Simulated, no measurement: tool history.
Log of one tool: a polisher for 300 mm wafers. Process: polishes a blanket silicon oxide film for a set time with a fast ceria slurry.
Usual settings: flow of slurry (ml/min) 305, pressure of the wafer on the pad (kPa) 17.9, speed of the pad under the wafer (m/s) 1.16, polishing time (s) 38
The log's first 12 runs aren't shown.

run	hour	flow of slurry (ml/min)	pressure of the wafer on the pad (kPa)	speed of the pad under the wafer (m/s)	polishing time (s)	wafers since the last listed run	wafers polished on this pad	hours since the slurry nozzle was cleaned	hours since the head pressure was calibrated	incoming thickness of the incoming film, nm	film removed (nm)
13	560.6	305	17.9	1.16	38	230	2549	164.4	347.6	1852.4	771.6
14	601.2	305	14.5	1.16	38	286	2835	205	388.2	1832.6	619.8
# hour 655.1: worn pad replaced by a new one
15	661.5	305	17.9	1.16	38	396	45	265.3	448.5	1839.6	785.4
16	697	305	13.1	1.16	38	250	295	300.8	484	1836.4	578.2
17	768.6	265	22.1	0.82	49	504	799	372.4	555.6	1885.1	888.7
18	823	305	17.9	1.52	38	383	1183	426.8	610	1846	1071.4
19	866.4	375	17.9	1.16	38	305	1488	470.2	653.4	1859.2	820.7
20	912.2	225	17.9	1.16	38	322	1811	516	699.2	1857.6	796.8
# hour 934.3: slurry nozzle cleaned
21	980.4	305	17.9	1.16	31	473	2285	46.1	767.4	1837.6	684.3
22	1044.5	305	17.9	1.16	38	451	2736	110.2	831.5	1840.8	830.1
# hour 1081.7: worn pad replaced by a new one
23	1112.3	305	17.9	1.16	38	449	215	178	899.3	1865	838.9
# hour 1163.1: head pressure recalibrated
24	1167.4	305	17.9	1.16	44	374	589	233.1	4.3	1843.9	874.5
25	1236.3	350	17.9	0.84	38	485	1075	302	73.2	1841.7	553.2
26	1276.5	370	17.9	1.34	38	283	1358	342.2	113.4	1831.8	895.5
27	1330.4	390	20.7	1.16	38	379	1738	396.1	167.3	1838.6	919.6
# hour 1372.7: slurry nozzle cleaned
28	1375.5	305	17.9	1.16	38	310	2048	2.8	212.4	1883.4	775.8
29	1432.8	345	17.9	1.16	38	403	2452	60.1	269.7	1861.6	792.9
30	1494.4	275	17.9	1.26	38	433	2886	121.7	331.3	1822.3	843.7
# hour 1521.8: worn pad replaced by a new one
31	1522.5	305	17.9	1.16	38	169	4	149.8	359.4	1867.8	777
32	1583.8	335	12.4	1.34	38	431	436	211.1	420.7	1824.2	637.8
33	1610.6	305	12.4	0.98	38	188	625	237.9	447.5	1822.9	462.8
34	1641.1	305	12.4	1.16	38	214	840	268.4	478	1865.7	550.2
35	1691.9	340	20	0.78	29	357	1198	319.2	528.8	1866.6	466.9
36	1721.1	345	12.4	1.32	29	205	1403	348.4	558	1866.5	491.9
37	1775	260	15.9	1.16	30	379	1783	402.3	611.9	1824	549.6

Forecast each of these 4 alternatives for the next run:
A	1775.4	305	17.9	1.16	38	2	1786	402.7	612.3	1858.6	?
B	1775.4	335	17.9	0.86	38	2	1786	402.7	612.3	1858.6	?
C	1775.4	350	17.9	1.16	44	2	1786	402.7	612.3	1858.6	?
D	1775.4	305	17.9	0.94	46	2	1786	402.7	612.3	1858.6	?

run	film removed (nm)
A	797.4
B	596.3
C	934.7
D	782.2
Without the tool's hidden state the same runs would have given:
run	film removed (nm)
A	745.6
B	557.6
C	874
D	731.4

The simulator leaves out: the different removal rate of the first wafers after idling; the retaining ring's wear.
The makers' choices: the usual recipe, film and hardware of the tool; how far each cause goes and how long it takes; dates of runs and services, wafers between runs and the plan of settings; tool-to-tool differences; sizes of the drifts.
